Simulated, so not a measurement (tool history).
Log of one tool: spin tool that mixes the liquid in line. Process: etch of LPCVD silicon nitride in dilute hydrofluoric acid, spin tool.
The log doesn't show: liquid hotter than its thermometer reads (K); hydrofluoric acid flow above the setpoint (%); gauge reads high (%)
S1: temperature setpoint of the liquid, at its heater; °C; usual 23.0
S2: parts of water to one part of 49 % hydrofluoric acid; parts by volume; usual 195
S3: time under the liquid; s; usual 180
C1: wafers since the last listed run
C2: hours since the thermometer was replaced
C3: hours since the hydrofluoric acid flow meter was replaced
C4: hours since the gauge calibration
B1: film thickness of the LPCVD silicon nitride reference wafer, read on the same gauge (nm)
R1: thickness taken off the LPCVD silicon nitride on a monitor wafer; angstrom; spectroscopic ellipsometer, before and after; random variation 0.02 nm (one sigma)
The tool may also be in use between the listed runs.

run     day    S1   S2   S3   C1      C2     C3     C4       B1     R1
  1   0.000  25.5  195  180    0  1287.0  238.3  181.0  150.014   5.26
  2   0.667  25.5  195  180   66  1303.0  254.3  197.0  149.993   5.26
  3   1.912  23.0  195  180  124  1332.9  284.2  226.9  150.016   4.43
  4   3.288  23.0  195  180  137  1365.9  317.2  259.9  150.022   4.35
  5   4.225  23.0  195   95   93  1388.4  339.7  282.4  149.998   2.25
  6   5.392  23.0  195   95  116  1416.4  367.7  310.4  150.008   2.45
  7   6.621  23.0  170  180  122  1445.9  397.2  339.9  149.986   5.27
  8   8.025  23.0  170  180  140  1479.6  430.9  373.6  150.012   5.13
  9   9.029  23.0  170  180  100  1503.7  455.0  397.7  149.998   4.70
 10   9.938  23.0  195  180   90  1525.5  476.8  419.5  150.010   4.38
     10.275  -- thermometer replaced
 11  10.462  23.0  280  275   48     4.5  489.4  432.1  149.998   4.83
 12  11.212  23.0  195  180   74    22.5  507.4  450.1  150.018   4.72
 13  12.396  23.0  270  180  118    50.9  535.8  478.5  150.015   3.45
     13.296  -- hydrofluoric acid flow meter replaced
 14  13.871  20.0   95  110  143    86.3   13.8  513.9  149.993   4.60
 15  14.442  23.0  195  255   57   100.0   27.5  527.6  150.011   6.34
 16  15.212  25.0  230  110   77   118.5   46.0  546.1  150.016   2.71
     15.375  -- gauge calibrated
 17  15.812  26.5  145  270   59   132.9   60.4   10.5  150.011  11.08
 18  17.000  25.5  285  110  118   161.4   88.9   39.0  150.042   2.45
 19  19.425  23.0  195  180  242   219.6  147.1   97.2  150.002   4.02
 20  20.029  23.0  195  180   60   234.1  161.6  111.7  150.028   4.24
 21  20.800  23.0  280  275   77   252.6  180.1  130.2  150.019   4.93

What the log doesn't show, run by run:
liquid hotter than its thermometer reads (K): 0 in every run
hydrofluoric acid flow above the setpoint (%): 0 in every run
gauge reads high (%): 0 in every run

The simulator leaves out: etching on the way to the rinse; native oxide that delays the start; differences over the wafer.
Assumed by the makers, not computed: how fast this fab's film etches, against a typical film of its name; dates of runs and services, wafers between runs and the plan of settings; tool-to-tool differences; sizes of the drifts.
